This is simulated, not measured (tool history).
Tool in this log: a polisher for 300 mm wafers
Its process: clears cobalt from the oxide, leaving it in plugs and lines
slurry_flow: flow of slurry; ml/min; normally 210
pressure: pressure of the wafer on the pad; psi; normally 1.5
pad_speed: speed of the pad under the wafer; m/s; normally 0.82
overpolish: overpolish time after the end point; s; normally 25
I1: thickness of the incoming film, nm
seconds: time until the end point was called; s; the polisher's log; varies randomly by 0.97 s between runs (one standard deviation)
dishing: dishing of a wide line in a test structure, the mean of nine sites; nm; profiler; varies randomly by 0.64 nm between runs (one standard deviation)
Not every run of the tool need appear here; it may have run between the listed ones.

{"run": 1, "day": 0.0, "slurry_flow": 150, "pressure": 1.5, "pad_speed": 0.82, "overpolish": 25, "I1": 220.8, "seconds": 81.2, "dishing": 42.1}
{"day": 0.454, "done": "slurry nozzle cleaned"}
{"day": 0.925, "done": "worn pad replaced by a new one"}
{"run": 2, "day": 2.158, "slurry_flow": 225, "pressure": 1.5, "pad_speed": 0.82, "overpolish": 25, "I1": 218.6, "seconds": 69.7, "dishing": 44.9}
{"run": 3, "day": 4.075, "slurry_flow": 210, "pressure": 1.5, "pad_speed": 0.82, "overpolish": 25, "I1": 217.5, "seconds": 72.1, "dishing": 45.1}
{"run": 4, "day": 5.854, "slurry_flow": 210, "pressure": 1.5, "pad_speed": 0.82, "overpolish": 25, "I1": 217.5, "seconds": 73.7, "dishing": 42.3}
{"run": 5, "day": 8.396, "slurry_flow": 210, "pressure": 1.5, "pad_speed": 0.82, "overpolish": 25, "I1": 221.8, "seconds": 78.2, "dishing": 41.6}
{"day": 9.946, "done": "worn pad replaced by a new one"}
{"run": 6, "day": 14.988, "slurry_flow": 210, "pressure": 1.5, "pad_speed": 0.82, "overpolish": 25, "I1": 223.5, "seconds": 75.2, "dishing": 43.6}
{"run": 7, "day": 16.862, "slurry_flow": 210, "pressure": 1.5, "pad_speed": 0.82, "overpolish": 25, "I1": 216.5, "seconds": 74.3, "dishing": 43.6}
{"day": 17.125, "done": "worn pad replaced by a new one, of another model than before"}
{"day": 19.571, "done": "slurry nozzle cleaned"}
{"run": 8, "day": 19.992, "slurry_flow": 210, "pressure": 1.5, "pad_speed": 0.82, "overpolish": 17, "I1": 220.0, "seconds": 73.2, "dishing": 35.4}
{"run": 9, "day": 22.646, "slurry_flow": 210, "pressure": 1.5, "pad_speed": 0.82, "overpolish": 25, "I1": 216.1, "seconds": 74.2, "dishing": 43.8}
{"day": 22.912, "done": "head pressure recalibrated"}
{"run": 10, "day": 23.767, "slurry_flow": 210, "pressure": 1.7, "pad_speed": 0.7, "overpolish": 16, "I1": 220.9, "seconds": 75.7, "dishing": 32.8}
{"day": 25.167, "done": "worn pad replaced by a new one"}
{"run": 11, "day": 25.488, "slurry_flow": 210, "pressure": 1.5, "pad_speed": 0.9, "overpolish": 25, "I1": 219.3, "seconds": 67.5, "dishing": 44.9}
{"run": 12, "day": 26.946, "slurry_flow": 210, "pressure": 2.0, "pad_speed": 0.82, "overpolish": 25, "I1": 221.9, "seconds": 60.5, "dishing": 48.7}
{"run": 13, "day": 28.888, "slurry_flow": 170, "pressure": 1.1, "pad_speed": 0.94, "overpolish": 13, "I1": 220.4, "seconds": 89.0, "dishing": 25.8}
{"run": 14, "day": 30.125, "slurry_flow": 210, "pressure": 1.5, "pad_speed": 0.82, "overpolish": 25, "I1": 218.3, "seconds": 72.7, "dishing": 43.9}
{"run": 15, "day": 31.65, "slurry_flow": 155, "pressure": 1.8, "pad_speed": 1.04, "overpolish": 25, "I1": 222.9, "seconds": 68.3, "dishing": 45.9}

Predict each of these 5 candidate next runs independently; none follows another, all start after run 15:
{"run": "A", "day": 31.671, "slurry_flow": 210, "pressure": 1.5, "pad_speed": 0.82, "overpolish": 25, "I1": 221.2, "seconds": "?", "dishing": "?"}
{"run": "B", "day": 31.671, "slurry_flow": 210, "pressure": 1.1, "pad_speed": 0.82, "overpolish": 17, "I1": 221.2, "seconds": "?", "dishing": "?"}
{"run": "C", "day": 31.671, "slurry_flow": 180, "pressure": 1.5, "pad_speed": 0.82, "overpolish": 25, "I1": 221.2, "seconds": "?", "dishing": "?"}
{"run": "D", "day": 31.671, "slurry_flow": 210, "pressure": 1.5, "pad_speed": 0.94, "overpolish": 38, "I1": 221.2, "seconds": "?", "dishing": "?"}
{"run": "E", "day": 31.671, "slurry_flow": 210, "pressure": 1.9, "pad_speed": 0.82, "overpolish": 32, "I1": 221.2, "seconds": "?", "dishing": "?"}

run=A seconds=78.0 dishing=42.6
run=B seconds=93.4 dishing=29.9
run=C seconds=81.8 dishing=41.6
run=D seconds=72.6 dishing=53.0
run=E seconds=67.0 dishing=51.2
What these runs would have given with no unlogged condition in the tool:
run=A seconds=71.2 dishing=44.7
run=B seconds=85.2 dishing=31.9
run=C seconds=74.6 dishing=43.7
run=D seconds=66.2 dishing=54.6
run=E seconds=61.1 dishing=52.9
